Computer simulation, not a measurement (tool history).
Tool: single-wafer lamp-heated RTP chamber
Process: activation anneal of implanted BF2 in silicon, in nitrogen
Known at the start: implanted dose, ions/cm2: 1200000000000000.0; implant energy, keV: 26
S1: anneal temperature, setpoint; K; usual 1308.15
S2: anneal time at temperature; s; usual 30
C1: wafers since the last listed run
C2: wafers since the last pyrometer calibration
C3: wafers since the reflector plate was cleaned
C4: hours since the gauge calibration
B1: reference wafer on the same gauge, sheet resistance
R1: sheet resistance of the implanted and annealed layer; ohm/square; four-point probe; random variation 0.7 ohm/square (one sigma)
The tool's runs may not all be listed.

run,hour,S1,S2,C1,C2,C3,C4,B1,R1
1,0,1308.15,22,0,1159,1030,982.7,148.82,131.37
# hour 36: gauge calibrated
2,47.1,1288.15,30,526,1685,1557,11.1,149,138.85
3,98.3,1308.15,30,572,2258,2129,62.3,149.03,125.27
4,149.4,1308.15,30,571,2829,2701,113.4,149.09,126.12
5,203.4,1308.15,30,603,3433,3305,167.4,148.91,125.53
6,230,1308.15,30,297,3731,3602,194,148.83,125.56
7,273.6,1308.15,35,487,4218,4090,237.6,148.64,122.29
8,321.2,1308.15,35,532,4751,4622,285.2,149.3,121.78
9,358.4,1308.15,30,416,5167,5038,322.4,148.84,124.27
# hour 405.1: pyrometer window cleaned and pyrometer calibrated
10,405.6,1308.15,30,438,5,5476,369.6,149.25,124.31
11,440.6,1308.15,30,391,396,5868,404.6,148.92,123.08
12,506.5,1308.15,30,736,1133,6605,470.5,148.91,123.24
13,577.8,1308.15,30,797,1930,7402,541.8,149.08,124.57
14,643.4,1308.15,30,733,2664,8136,607.4,148.88,125.24
15,678.3,1325.15,42,390,3054,8526,642.3,149.09,110.36
16,703.2,1308.15,30,278,3333,8805,667.2,149.06,124.28
# hour 836.4: reflector plate cleaned
17,851,1292.15,45,1563,4896,163,815,149.03,131.1
18,906.2,1308.15,42,617,5513,780,870.2,149.21,121.08
# hour 947.8: pyrometer window cleaned and pyrometer calibrated
19,948.3,1290.15,19,381,5,1161,912.3,149.06,144.87
20,1007.3,1308.15,30,659,665,1821,971.3,148.62,125.67
21,1040.5,1308.15,25,371,1036,2192,1004.5,149.07,129.1
22,1067.6,1308.15,35,303,1339,2496,1031.6,148.93,123.72
# hour 1070.3: gauge calibrated
23,1117.1,1294.15,30,553,1893,3049,46.8,149.03,134.54
24,1160.2,1308.15,35,481,2375,3531,89.9,149.18,122.58
25,1218.4,1317.15,41,650,3025,4182,148.1,148.92,115.47
26,1245.1,1295.15,47,298,3324,4481,174.8,149.02,125.6
27,1291.6,1308.15,30,520,3844,5001,221.3,149.13,123.7
28,1327.1,1325.15,37,397,4241,5398,256.8,149.05,111.88
29,1412.3,1287.15,19,952,5194,6350,342,149.08,145.36
30,1481.8,1308.15,30,777,5971,7128,411.5,149.36,124.24
# hour 1518.6: pyrometer window cleaned and pyrometer calibrated
31,1529.3,1308.15,35,441,120,7569,459,148.78,120.95
32,1585.8,1337.15,30,631,752,8201,515.5,149.07,109.37
33,1639.1,1316.15,23,596,1348,8797,568.8,149,124.05
34,1666.6,1318.15,13,307,1655,9105,596.3,149.14,130.01
# hour 1687.6: reflector plate cleaned
35,1692.2,1308.15,24,196,1852,50,621.9,148.98,131.08

How the hidden state differs across the entries between the runs, from the last listed run before each to the first after it:
Between runs 1 and 2: gauge calibrated (hour 36)
  wafer temperature error from the tarnished reflector plate, K: 0.725 -> 1.05
  measured less the result without the state, R1: -0.43 -> -0.86 ohm/square
Between runs 9 and 10: pyrometer window cleaned and pyrometer calibrated (hour 405.1)
  wafer temperature error from the tarnished reflector plate, K: 3.22 -> 3.55
  measured less the result without the state, R1: -1.8 -> -1.98 ohm/square
Between runs 16 and 17: reflector plate cleaned (hour 836.4)
  wafer temperature error from the tarnished reflector plate, K: 5.63 -> 0.121
  measured less the result without the state, R1: -3.12 -> -0.08 ohm/square
Between runs 18 and 19: pyrometer window cleaned and pyrometer calibrated (hour 947.8)
  wafer temperature error from the tarnished reflector plate, K: 0.506 -> 0.8
  measured less the result without the state, R1: -0.28 -> -0.68 ohm/square
Between runs 22 and 23: gauge calibrated (hour 1070.3)
  wafer temperature error from the tarnished reflector plate, K: 1.63 -> 1.98
  measured less the result without the state, R1: -0.92 -> -1.43 ohm/square
Between runs 30 and 31: pyrometer window cleaned and pyrometer calibrated (hour 1518.6)
  wafer temperature error from the tarnished reflector plate, K: 4.52 -> 4.85
  measured less the result without the state, R1: -2.51 -> -2.64 ohm/square
Between runs 34 and 35: reflector plate cleaned (hour 1687.6)
  wafer temperature error from the tarnished reflector plate, K: 5.81 -> 0.143
  measured less the result without the state, R1: -3.37 -> -0.09 ohm/square

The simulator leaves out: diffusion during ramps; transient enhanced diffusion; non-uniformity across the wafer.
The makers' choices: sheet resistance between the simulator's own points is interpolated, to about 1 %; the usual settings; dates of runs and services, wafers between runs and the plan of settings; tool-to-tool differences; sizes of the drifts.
